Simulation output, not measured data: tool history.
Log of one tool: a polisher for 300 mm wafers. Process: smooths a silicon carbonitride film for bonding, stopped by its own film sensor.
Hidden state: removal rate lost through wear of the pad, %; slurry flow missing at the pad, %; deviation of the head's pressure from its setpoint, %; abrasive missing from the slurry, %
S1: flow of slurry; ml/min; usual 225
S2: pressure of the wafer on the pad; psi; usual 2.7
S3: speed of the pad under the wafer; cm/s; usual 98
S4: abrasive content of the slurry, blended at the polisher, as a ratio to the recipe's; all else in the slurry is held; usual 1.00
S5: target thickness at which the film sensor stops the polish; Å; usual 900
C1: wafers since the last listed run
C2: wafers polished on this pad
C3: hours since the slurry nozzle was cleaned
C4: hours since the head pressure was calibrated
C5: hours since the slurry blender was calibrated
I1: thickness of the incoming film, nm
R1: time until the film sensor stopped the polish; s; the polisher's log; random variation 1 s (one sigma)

run 1 hour=0.0 | S1=225 S2=2.9 S3=98 S4=1.00 S5=900 | C1=0 C2=1817 C3=438.0 C4=311.8 C5=44.3 | I1=111.3 | R1=67.6
run 2 hour=103.7 | S1=225 S2=2.7 S3=98 S4=1.05 S5=900 | C1=1007 C2=2824 C3=541.7 C4=415.5 C5=148.0 | I1=110.4 | R1=70.5
-- hour=110.0 slurry nozzle cleaned
run 3 hour=191.9 | S1=225 S2=2.7 S3=98 S4=1.05 S5=900 | C1=847 C2=3671 C3=81.9 C4=503.7 C5=236.2 | I1=108.4 | R1=62.8
run 4 hour=233.4 | S1=225 S2=2.7 S3=98 S4=1.05 S5=900 | C1=403 C2=4074 C3=123.4 C4=545.2 C5=277.7 | I1=109.2 | R1=66.4
run 5 hour=286.8 | S1=225 S2=2.7 S3=98 S4=1.00 S5=900 | C1=518 C2=4593 C3=176.8 C4=598.6 C5=331.1 | I1=109.8 | R1=70.8
-- hour=349.0 worn pad replaced by a new one
-- hour=355.1 head pressure recalibrated
run 6 hour=364.1 | S1=225 S2=2.7 S3=98 S4=1.00 S5=900 | C1=692 C2=126 C3=254.1 C4=9.0 C5=408.4 | I1=109.9 | R1=69.2
run 7 hour=451.7 | S1=225 S2=2.7 S3=98 S4=1.00 S5=900 | C1=850 C2=977 C3=341.7 C4=96.6 C5=496.0 | I1=111.6 | R1=78.2
run 8 hour=502.3 | S1=225 S2=2.7 S3=98 S4=1.00 S5=900 | C1=491 C2=1469 C3=392.3 C4=147.2 C5=546.6 | I1=109.9 | R1=73.4
-- hour=552.7 slurry blender recalibrated
run 9 hour=580.0 | S1=225 S2=2.7 S3=98 S4=1.00 S5=900 | C1=735 C2=2204 C3=470.0 C4=224.9 C5=27.3 | I1=110.8 | R1=76.2
run 10 hour=628.7 | S1=225 S2=2.7 S3=98 S4=1.00 S5=900 | C1=473 C2=2677 C3=518.7 C4=273.6 C5=76.0 | I1=109.9 | R1=71.1
-- hour=699.3 slurry nozzle cleaned, repeated, since the last time left the tool worse
run 11 hour=702.7 | S1=225 S2=2.7 S3=98 S4=1.00 S5=900 | C1=709 C2=3387 C3=3.4 C4=347.6 C5=150.0 | I1=109.1 | R1=63.8
run 12 hour=789.0 | S1=190 S2=2.7 S3=98 S4=1.00 S5=900 | C1=838 C2=4225 C3=89.7 C4=433.9 C5=236.3 | I1=109.0 | R1=65.7
run 13 hour=825.5 | S1=175 S2=3.3 S3=98 S4=1.00 S5=920 | C1=354 C2=4579 C3=126.2 C4=470.4 C5=272.8 | I1=111.3 | R1=56.8
-- hour=879.7 head pressure recalibrated
run 14 hour=907.5 | S1=225 S2=2.4 S3=98 S4=1.00 S5=850 | C1=777 C2=5357 C3=208.2 C4=27.8 C5=354.8 | I1=110.0 | R1=94.7
-- hour=930.4 worn pad replaced by a new one
run 15 hour=982.3 | S1=265 S2=1.9 S3=126 S4=1.00 S5=900 | C1=687 C2=504 C3=283.0 C4=102.6 C5=429.6 | I1=108.9 | R1=72.0
-- hour=1058.6 slurry blender recalibrated
run 16 hour=1077.2 | S1=225 S2=2.1 S3=98 S4=1.00 S5=960 | C1=902 C2=1406 C3=377.9 C4=197.5 C5=18.6 | I1=110.7 | R1=63.6
run 17 hour=1116.0 | S1=255 S2=2.7 S3=98 S4=1.00 S5=900 | C1=376 C2=1783 C3=416.7 C4=236.3 C5=57.4 | I1=110.3 | R1=68.2
run 18 hour=1180.5 | S1=295 S2=2.7 S3=98 S4=1.00 S5=920 | C1=626 C2=2409 C3=481.2 C4=300.8 C5=121.9 | I1=111.3 | R1=63.3
run 19 hour=1265.6 | S1=265 S2=1.9 S3=126 S4=1.00 S5=900 | C1=826 C2=3236 C3=566.3 C4=385.9 C5=207.0 | I1=109.3 | R1=72.8
-- hour=1270.1 slurry nozzle cleaned
run 20 hour=1368.5 | S1=225 S2=2.7 S3=98 S4=1.00 S5=900 | C1=989 C2=4226 C3=98.4 C4=488.8 C5=309.9 | I1=108.1 | R1=60.9
-- hour=1402.9 head pressure recalibrated
run 21 hour=1428.2 | S1=225 S2=2.7 S3=98 S4=1.00 S5=900 | C1=560 C2=4787 C3=158.1 C4=25.3 C5=369.6 | I1=109.2 | R1=66.3
run 22 hour=1502.0 | S1=225 S2=2.7 S3=98 S4=1.00 S5=900 | C1=716 C2=5503 C3=231.9 C4=99.1 C5=443.4 | I1=109.9 | R1=68.2
-- hour=1530.3 worn pad replaced by a new one
run 23 hour=1554.9 | S1=225 S2=2.7 S3=74 S4=1.00 S5=870 | C1=475 C2=238 C3=284.8 C4=152.0 C5=496.3 | I1=108.9 | R1=91.8
run 24 hour=1643.7 | S1=225 S2=2.9 S3=98 S4=1.00 S5=900 | C1=862 C2=1101 C3=373.6 C4=240.8 C5=585.1 | I1=109.4 | R1=60.4
-- hour=1714.5 slurry blender recalibrated
run 25 hour=1742.7 | S1=225 S2=3.4 S3=98 S4=1.00 S5=900 | C1=942 C2=2043 C3=472.6 C4=339.8 C5=28.2 | I1=108.9 | R1=53.4
run 26 hour=1839.9 | S1=285 S2=2.7 S3=98 S4=1.30 S5=900 | C1=944 C2=2987 C3=569.8 C4=437.0 C5=125.4 | I1=110.0 | R1=57.3
-- hour=1899.7 slurry nozzle cleaned
run 27 hour=1990.1 | S1=225 S2=2.7 S3=74 S4=1.20 S5=900 | C1=1449 C2=4436 C3=90.4 C4=587.2 C5=275.6 | I1=109.8 | R1=73.0
-- hour=2059.3 head pressure recalibrated
run 28 hour=2089.2 | S1=225 S2=3.2 S3=130 S4=1.30 S5=900 | C1=943 C2=5380 C3=189.5 C4=29.9 C5=374.7 | I1=110.3 | R1=43.1
-- hour=2102.4 worn pad replaced by a new one
run 29 hour=2173.8 | S1=295 S2=2.7 S3=98 S4=1.15 S5=870 | C1=782 C2=693 C3=274.1 C4=114.5 C5=459.3 | I1=109.9 | R1=70.9

Hidden state at the last listed run before each entry between runs and at the first one after, where it differs:
Between runs 2 and 3: slurry nozzle cleaned (hour 110.0)
  slurry flow missing at the pad, %: 19.7 -> 36.8
  measured less the result without the state, R1: +1.4 -> +2.9 s
Between runs 5 and 6: worn pad replaced by a new one (hour 349.0); head pressure recalibrated (hour 355.1)
  slurry flow missing at the pad, %: 39.7 -> 42.1
  measured less the result without the state, R1: +3.6 -> +3.8 s
Between runs 8 and 9: slurry blender recalibrated (hour 552.7)
  slurry flow missing at the pad, %: 46.2 -> 48.6
  measured less the result without the state, R1: +4.6 -> +5.2 s
Between runs 10 and 11: slurry nozzle cleaned, repeated, since the last time left the tool worse (hour 699.3)
  slurry flow missing at the pad, %: 50.1 -> 0.28
  measured less the result without the state, R1: +5.1 -> +0.0 s
Between runs 13 and 14: head pressure recalibrated (hour 879.7)
  slurry flow missing at the pad, %: 4 -> 6.49
  measured less the result without the state, R1: +0.3 -> +0.6 s
Between runs 14 and 15: worn pad replaced by a new one (hour 930.4)
  slurry flow missing at the pad, %: 6.49 -> 8.76
  measured less the result without the state, R1: +0.6 -> +0.5 s
Between runs 15 and 16: slurry blender recalibrated (hour 1058.6)
  slurry flow missing at the pad, %: 8.76 -> 11.6
  measured less the result without the state, R1: +0.5 -> +0.7 s
Between runs 19 and 20: slurry nozzle cleaned (hour 1270.1)
  slurry flow missing at the pad, %: 17.3 -> 6.62
  measured less the result without the state, R1: +1.1 -> +0.3 s
Between runs 20 and 21: head pressure recalibrated (hour 1402.9)
  slurry flow missing at the pad, %: 6.62 -> 8.43
  measured less the result without the state, R1: +0.3 -> +0.6 s
Between runs 22 and 23: worn pad replaced by a new one (hour 1530.3)
  slurry flow missing at the pad, %: 10.7 -> 12.3
  measured less the result without the state, R1: +0.7 -> +1.2 s
Between runs 24 and 25: slurry blender recalibrated (hour 1714.5)
  slurry flow missing at the pad, %: 15 -> 18
  measured less the result without the state, R1: +1.0 -> +1.0 s
Between runs 26 and 27: slurry nozzle cleaned (hour 1899.7)
  slurry flow missing at the pad, %: 20.9 -> 4.93
  measured less the result without the state, R1: +1.1 -> +0.4 s
Between runs 27 and 28: head pressure recalibrated (hour 2059.3)
  slurry flow missing at the pad, %: 4.93 -> 7.93
  measured less the result without the state, R1: +0.4 -> +0.4 s
Between runs 28 and 29: worn pad replaced by a new one (hour 2102.4)
  slurry flow missing at the pad, %: 7.93 -> 10.5
  measured less the result without the state, R1: +0.4 -> +0.6 s
